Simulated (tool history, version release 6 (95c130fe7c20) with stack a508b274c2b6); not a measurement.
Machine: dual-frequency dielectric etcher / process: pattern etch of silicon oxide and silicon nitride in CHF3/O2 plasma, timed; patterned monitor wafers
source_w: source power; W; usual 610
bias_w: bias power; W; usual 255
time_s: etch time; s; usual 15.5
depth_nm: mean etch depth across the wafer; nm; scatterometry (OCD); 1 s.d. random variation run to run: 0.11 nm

run   hour  source_w  bias_w  time_s  wafers since the last listed run  hours since the last wet clean  hours since the last source power generator calibration  hours since the last bias power generator calibration  hours since the last upper electrode change  hours since the gauge calibration  read-back reference wafer on the same gauge, depth_nm  depth_nm
  1    0.0       610     212    15.5                                 0                           501.8                                                   2047.7                                                 3842.3                                       2717.9                               12.8                                                  32.79     27.04
  2   15.2       610     212    15.5                               303                           517.0                                                   2062.9                                                 3857.5                                       2733.1                               28.0                                                  32.80     27.06
  3   28.2       610     220    18.0                               259                           530.0                                                   2075.9                                                 3870.5                                       2746.1                               41.0                                                  32.78     32.02
  4   37.8       610     220    18.0                               191                           539.6                                                   2085.5                                                 3880.1                                       2755.7                               50.6                                                  32.76     32.41
  5   55.2       610     220    18.0                               347                           557.0                                                   2102.9                                                 3897.5                                       2773.1                               68.0                                                  32.81     32.24
  6   63.1       610     255    15.5                               157                           564.9                                                   2110.8                                                 3905.4                                       2781.0                               75.9                                                  32.73     30.00
  7   78.5       610     255    15.5                               307                           580.3                                                   2126.2                                                 3920.8                                       2796.4                               91.3                                                  32.79     30.05
  8   88.1       660     255    15.5                               191                           589.9                                                   2135.8                                                 3930.4                                       2806.0                              100.9                                                  32.86     31.33
      93.5  -- gauge calibrated
  9  103.5       660     255    15.5                               307                           605.3                                                   2151.2                                                 3945.8                                       2821.4                               10.0                                                  32.77     31.19
     129.6  -- wet clean of the chamber
 10  130.1       470     255    17.5                                51                             0.5                                                   2177.8                                                 3972.4                                       2848.0                               36.6                                                  32.79     28.70
 11  130.4       690     255    15.5                                 5                             0.8                                                   2178.1                                                 3972.7                                       2848.3                               36.9                                                  32.82     29.79
     146.3  -- source power generator calibrated
     149.9  -- bias power generator calibrated
     160.9  -- upper electrode replaced
 12  161.4       610     215    11.0                               248                            31.8                                                     15.1                                                   11.5                                          0.5                               67.9                                                  32.83     18.42
 13  161.7       610     255    12.0                                 5                            32.1                                                     15.4                                                   11.8                                          0.8                               68.2                                                  32.83     21.96
 14  162.0       610     208    15.5                                 5                            32.4                                                     15.7                                                   12.1                                          1.1                               68.5                                                  32.77     25.44
 15  170.6       510     226    20.0                               171                            41.0                                                     24.3                                                   20.7                                          9.7                               77.1                                                  32.80     31.84
 16  183.0       690     255    15.5                               247                            53.4                                                     36.7                                                   33.1                                         22.1                               89.5                                                  32.83     29.85
 17  196.5       610     255    15.5                               269                            66.9                                                     50.2                                                   46.6                                         35.6                              103.0                                                  32.83     28.67
 18  202.8       470     212    19.0                               125                            73.2                                                     56.5                                                   52.9                                         41.9                              109.3                                                  32.81     28.16

5 options for the next run, each taken on its own from the tool as it stands now. Forecast them:
  A  203.2       500     255    15.5                                 7                            73.6                                                     56.9                                                   53.3                                         42.3                              109.7                                                      ?         ?
  B  203.2       490     255    17.0                                 7                            73.6                                                     56.9                                                   53.3                                         42.3                              109.7                                                      ?         ?
  C  203.2       610     255    13.5                                 7                            73.6                                                     56.9                                                   53.3                                         42.3                              109.7                                                      ?         ?
  D  203.2       520     255    15.5                                 7                            73.6                                                     56.9                                                   53.3                                         42.3                              109.7                                                      ?         ?
  E  203.2       610     232    13.5                                 7                            73.6                                                     56.9                                                   53.3                                         42.3                              109.7                                                      ?         ?

run  read-back reference wafer on the same gauge, depth_nm  depth_nm
  A                                                  32.86     26.26
  B                                                  32.86     28.54
  C                                                  32.86     24.90
  D                                                  32.86     26.70
  E                                                  32.86     23.66
Take away the tool's hidden state, keep each run's random variation, and the runs would have read:
run  depth_nm
  A     26.23
  B     28.52
  C     24.88
  D     26.68
  E     23.64
